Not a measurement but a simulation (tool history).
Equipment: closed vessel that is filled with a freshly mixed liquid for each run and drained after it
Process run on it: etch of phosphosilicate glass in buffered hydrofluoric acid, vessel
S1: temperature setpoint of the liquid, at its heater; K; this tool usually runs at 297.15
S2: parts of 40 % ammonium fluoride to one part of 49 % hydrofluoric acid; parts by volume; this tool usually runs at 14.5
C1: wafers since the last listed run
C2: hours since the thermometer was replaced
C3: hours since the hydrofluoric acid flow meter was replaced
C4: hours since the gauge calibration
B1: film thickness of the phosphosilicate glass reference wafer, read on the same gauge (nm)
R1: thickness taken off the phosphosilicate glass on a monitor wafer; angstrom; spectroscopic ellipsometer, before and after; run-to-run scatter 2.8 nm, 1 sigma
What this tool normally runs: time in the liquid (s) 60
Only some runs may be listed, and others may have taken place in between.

{"run": 1, "hour": 0.0, "S1": 297.15, "S2": 11.0, "time in the liquid (s)": 60, "C1": 0, "C2": 335.8, "C3": 343.8, "C4": 442.9, "B1": 129.97, "R1": 3975.6}
{"run": 2, "hour": 103.5, "S1": 297.15, "S2": 14.5, "time in the liquid (s)": 60, "C1": 9215, "C2": 439.3, "C3": 447.3, "C4": 546.4, "B1": 129.96, "R1": 3030.6}
{"run": 3, "hour": 177.7, "S1": 297.15, "S2": 14.5, "time in the liquid (s)": 60, "C1": 6606, "C2": 513.5, "C3": 521.5, "C4": 620.6, "B1": 129.99, "R1": 3128.4}
{"run": 4, "hour": 281.6, "S1": 297.15, "S2": 14.5, "time in the liquid (s)": 60, "C1": 9250, "C2": 617.4, "C3": 625.4, "C4": 724.5, "B1": 130.02, "R1": 3102.3}
{"run": 5, "hour": 378.7, "S1": 297.15, "S2": 14.5, "time in the liquid (s)": 60, "C1": 8645, "C2": 714.5, "C3": 722.5, "C4": 821.6, "B1": 130.01, "R1": 3114.3}
{"run": 6, "hour": 428.5, "S1": 297.15, "S2": 14.5, "time in the liquid (s)": 60, "C1": 4434, "C2": 764.3, "C3": 772.3, "C4": 871.4, "B1": 129.99, "R1": 3131.6}
{"hour": 434.6, "done": "hydrofluoric acid flow meter replaced"}
{"run": 7, "hour": 483.2, "S1": 294.15, "S2": 14.5, "time in the liquid (s)": 70, "C1": 4781, "C2": 819.0, "C3": 48.6, "C4": 926.1, "B1": 129.98, "R1": 2923.8}
{"run": 8, "hour": 560.4, "S1": 294.15, "S2": 14.5, "time in the liquid (s)": 70, "C1": 6873, "C2": 896.2, "C3": 125.8, "C4": 1003.3, "B1": 130.0, "R1": 2944.0}
{"run": 9, "hour": 620.9, "S1": 294.15, "S2": 14.5, "time in the liquid (s)": 70, "C1": 5386, "C2": 956.7, "C3": 186.3, "C4": 1063.8, "B1": 129.97, "R1": 2966.3}
{"run": 10, "hour": 659.7, "S1": 297.15, "S2": 13.0, "time in the liquid (s)": 50, "C1": 3454, "C2": 995.5, "C3": 225.1, "C4": 1102.6, "B1": 130.0, "R1": 2766.5}
{"run": 11, "hour": 761.5, "S1": 297.15, "S2": 13.0, "time in the liquid (s)": 50, "C1": 9063, "C2": 1097.3, "C3": 326.9, "C4": 1204.4, "B1": 130.01, "R1": 2784.4}
{"run": 12, "hour": 838.3, "S1": 297.15, "S2": 14.5, "time in the liquid (s)": 60, "C1": 6838, "C2": 1174.1, "C3": 403.7, "C4": 1281.2, "B1": 130.0, "R1": 3045.7}
{"run": 13, "hour": 900.0, "S1": 301.65, "S2": 9.0, "time in the liquid (s)": 35, "C1": 5493, "C2": 1235.8, "C3": 465.4, "C4": 1342.9, "B1": 129.98, "R1": 3478.2}
{"run": 14, "hour": 944.4, "S1": 297.15, "S2": 14.5, "time in the liquid (s)": 60, "C1": 3953, "C2": 1280.2, "C3": 509.8, "C4": 1387.3, "B1": 130.04, "R1": 3089.4}
{"run": 15, "hour": 995.7, "S1": 301.65, "S2": 16.5, "time in the liquid (s)": 30, "C1": 4567, "C2": 1331.5, "C3": 561.1, "C4": 1438.6, "B1": 129.98, "R1": 1708.5}
{"hour": 1031.5, "done": "thermometer replaced"}
{"run": 16, "hour": 1050.4, "S1": 297.15, "S2": 16.5, "time in the liquid (s)": 30, "C1": 4781, "C2": 18.9, "C3": 615.8, "C4": 1493.3, "B1": 129.99, "R1": 1369.5}
{"run": 17, "hour": 1092.1, "S1": 297.15, "S2": 14.5, "time in the liquid (s)": 60, "C1": 3712, "C2": 60.6, "C3": 657.5, "C4": 1535.0, "B1": 130.01, "R1": 3045.3}
{"hour": 1107.5, "done": "gauge calibrated"}
{"run": 18, "hour": 1170.9, "S1": 297.15, "S2": 11.0, "time in the liquid (s)": 60, "C1": 7016, "C2": 139.4, "C3": 736.3, "C4": 63.4, "B1": 129.98, "R1": 4154.8}
{"hour": 1229.5, "done": "hydrofluoric acid flow meter replaced"}
{"run": 19, "hour": 1236.0, "S1": 301.65, "S2": 9.0, "time in the liquid (s)": 70, "C1": 5707, "C2": 204.5, "C3": 6.5, "C4": 128.5, "B1": 130.04, "R1": 6759.2}
{"run": 20, "hour": 1290.0, "S1": 295.65, "S2": 18.5, "time in the liquid (s)": 90, "C1": 4807, "C2": 258.5, "C3": 60.5, "C4": 182.5, "B1": 130.02, "R1": 3185.3}
{"run": 21, "hour": 1385.0, "S1": 298.65, "S2": 12.0, "time in the liquid (s)": 60, "C1": 8458, "C2": 353.5, "C3": 155.5, "C4": 277.5, "B1": 130.01, "R1": 3886.2}
{"run": 22, "hour": 1423.8, "S1": 297.15, "S2": 14.5, "time in the liquid (s)": 60, "C1": 3454, "C2": 392.3, "C3": 194.3, "C4": 316.3, "B1": 130.02, "R1": 3019.1}
{"run": 23, "hour": 1510.7, "S1": 294.65, "S2": 9.5, "time in the liquid (s)": 30, "C1": 7737, "C2": 479.2, "C3": 281.2, "C4": 403.2, "B1": 129.99, "R1": 1896.3}
{"run": 24, "hour": 1605.3, "S1": 297.15, "S2": 14.5, "time in the liquid (s)": 60, "C1": 8422, "C2": 573.8, "C3": 375.8, "C4": 497.8, "B1": 129.99, "R1": 2978.3}
{"run": 25, "hour": 1665.5, "S1": 295.15, "S2": 11.0, "time in the liquid (s)": 30, "C1": 5360, "C2": 634.0, "C3": 436.0, "C4": 558.0, "B1": 130.02, "R1": 1810.2}
{"run": 26, "hour": 1771.6, "S1": 297.15, "S2": 14.5, "time in the liquid (s)": 60, "C1": 9446, "C2": 740.1, "C3": 542.1, "C4": 664.1, "B1": 130.04, "R1": 3110.4}
{"run": 27, "hour": 1815.2, "S1": 293.65, "S2": 19.5, "time in the liquid (s)": 90, "C1": 3882, "C2": 783.7, "C3": 585.7, "C4": 707.7, "B1": 129.99, "R1": 2833.2}
{"run": 28, "hour": 1886.2, "S1": 297.15, "S2": 14.5, "time in the liquid (s)": 60, "C1": 6321, "C2": 854.7, "C3": 656.7, "C4": 778.7, "B1": 129.95, "R1": 3111.4}
{"run": 29, "hour": 1975.1, "S1": 299.65, "S2": 14.5, "time in the liquid (s)": 45, "C1": 7915, "C2": 943.6, "C3": 745.6, "C4": 867.6, "B1": 129.96, "R1": 2692.7}
{"hour": 2012.2, "done": "hydrofluoric acid flow meter replaced"}
{"run": 30, "hour": 2079.2, "S1": 293.65, "S2": 11.0, "time in the liquid (s)": 75, "C1": 9179, "C2": 1047.7, "C3": 67.0, "C4": 971.7, "B1": 130.02, "R1": 4001.9}
{"run": 31, "hour": 2152.2, "S1": 297.15, "S2": 14.5, "time in the liquid (s)": 60, "C1": 6499, "C2": 1120.7, "C3": 140.0, "C4": 1044.7, "B1": 129.99, "R1": 3037.6}
{"hour": 2184.8, "done": "thermometer replaced"}
{"run": 32, "hour": 2206.0, "S1": 295.15, "S2": 11.5, "time in the liquid (s)": 60, "C1": 4701, "C2": 21.2, "C3": 193.8, "C4": 1098.5, "B1": 129.98, "R1": 3342.5}

Run by run, hidden condition taken away, random variation retained:
Unlogged tool condition in this case: liquid colder than its thermometer reads (K); hydrofluoric acid flow above the setpoint (%); gauge reads high (%).
run=1 R1=3849.9
run=2 R1=2909.5
run=3 R1=2985.6
run=4 R1=2936.4
run=5 R1=2925.1
run=6 R1=2930.0
run=7 R1=2910.3
run=8 R1=2911.6
run=9 R1=2919.1
run=10 R1=2714.0
run=11 R1=2708.8
run=12 R1=2944.2
run=13 R1=3332.1
run=14 R1=2961.2
run=15 R1=1630.8
run=16 R1=1301.3
run=17 R1=2884.7
run=18 R1=3912.9
run=19 R1=6742.1
run=20 R1=3163.8
run=21 R1=3829.9
run=22 R1=2965.6
run=23 R1=1866.2
run=24 R1=2882.5
run=25 R1=1743.9
run=26 R1=2970.1
run=27 R1=2695.3
run=28 R1=2944.1
run=29 R1=2530.2
run=30 R1=3930.2
run=31 R1=2965.0
run=32 R1=3248.9

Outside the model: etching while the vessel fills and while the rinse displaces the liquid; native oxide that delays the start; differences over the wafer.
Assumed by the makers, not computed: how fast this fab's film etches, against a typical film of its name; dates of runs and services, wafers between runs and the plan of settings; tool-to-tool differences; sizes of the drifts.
